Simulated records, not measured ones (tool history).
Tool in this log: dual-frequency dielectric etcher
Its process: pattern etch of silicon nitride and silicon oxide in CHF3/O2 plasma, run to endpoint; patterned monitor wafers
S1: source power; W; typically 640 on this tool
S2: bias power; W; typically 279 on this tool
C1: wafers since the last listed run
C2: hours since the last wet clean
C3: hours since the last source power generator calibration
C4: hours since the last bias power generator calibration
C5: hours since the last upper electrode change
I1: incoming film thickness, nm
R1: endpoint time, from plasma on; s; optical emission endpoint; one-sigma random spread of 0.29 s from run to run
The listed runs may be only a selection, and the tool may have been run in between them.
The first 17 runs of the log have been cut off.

run   hour   S1   S2   C1     C2     C3     C4     C5     I1     R1
 18  407.2  790  223    1  238.0  246.9  223.9    0.8  163.8   98.2
 19  434.2  640  309  172  265.0  273.9  250.9   27.8  162.4   93.4
 20  464.3  480  246  192  295.1  304.0  281.0   57.9  162.4  104.7
 21  479.5  640  279   97  310.3  319.2  296.2   73.1  163.5   97.5
     526.3  -- wet clean of the chamber
 22  526.8  530  279  149    0.5  366.5  343.5  120.4  161.9   97.7
 23  527.3  520  304    3    1.0  367.0  344.0  120.9  163.3   96.7
 24  557.0  800  242  190   30.7  396.7  373.7  150.6  162.2   94.8
 25  584.8  640  279  177   58.5  424.5  401.5  178.4  163.1   95.7
 26  609.7  720  279  159   83.4  449.4  426.4  203.3  162.8   93.4
 27  636.4  480  239  170  110.1  476.1  453.1  230.0  163.9  105.6
 28  651.3  640  279   95  125.0  491.0  468.0  244.9  161.9   95.7
 29  679.9  490  279  183  153.6  519.6  496.6  273.5  161.9  100.8
 30  696.4  770  256  105  170.1  536.1  513.1  290.0  161.6   94.5
 31  715.1  710  279  119  188.8  554.8  531.8  308.7  162.8   94.3
 32  756.6  710  218  265  230.3  596.3  573.3  350.2  163.2  100.9
 33  779.6  690  249  147  253.3  619.3  596.3  373.2  165.3   99.3
 34  809.6  760  299  192  283.3  649.3  626.3  403.2  162.1   92.5
 35  836.3  710  239  170  310.0  676.0  653.0  429.9  162.9   99.1
 36  868.1  530  279  203  341.8  707.8  684.8  461.7  164.3  101.6

Each row is a separate what-if for the run after 36, all from the same tool condition, not one after another. Results?
  A  868.6  640  279   3  342.3  708.3  685.3  462.2  162.5   ?
  B  868.6  550  222   3  342.3  708.3  685.3  462.2  162.5   ?
  C  868.6  640  229   3  342.3  708.3  685.3  462.2  162.5   ?

run     R1
  A   97.2
  B  105.6
  C  102.0
Had the tool no hidden state, the same runs would have come out as:
run     R1
  A   94.4
  B  102.6
  C   99.1
